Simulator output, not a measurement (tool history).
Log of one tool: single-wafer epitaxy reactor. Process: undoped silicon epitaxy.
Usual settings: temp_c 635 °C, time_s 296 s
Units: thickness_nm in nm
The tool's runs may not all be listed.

run,hour,temp_c,time_s,"read-back reference wafer on the same gauge, thickness_nm",thickness_nm
1,0.0,630,296,35.315,25.514
2,40.9,644,296,35.259,36.571
3,106.9,644,296,35.292,36.387
4,171.9,635,296,35.308,28.924
# hour 264.9: gauge calibrated
# hour 318.6: pyrometer calibrated
5,319.1,635,296,35.301,34.537
6,486.8,635,296,35.310,33.651
7,536.3,635,296,35.329,33.566
8,589.7,635,296,35.340,33.305
9,650.7,631,296,35.288,29.772
10,692.4,623,263,35.269,21.347
11,722.1,635,296,35.261,32.422
12,778.1,629,348,35.311,33.018
13,837.5,649,296,35.290,45.892
14,880.7,625,259,35.386,21.912

Hidden state or all else? Some run-to-run changes of thickness_nm, split into what the settings, what came in and random variation would give without the hidden state, and what is left for the hidden state (with any gauge scatter that isn't in both results):
The hidden state here: wafer temperature above the value expected at the setpoint (K); gauge reads high (%).
Run 4 -> 5: gauge calibrated, pyrometer calibrated. thickness_nm +5.613 nm: hidden state +5.518, all else +0.095.
Run 13 -> 14: temp_c 649 -> 625, time_s 296 -> 259. thickness_nm -23.980 nm: hidden state +0.843, all else -24.823.
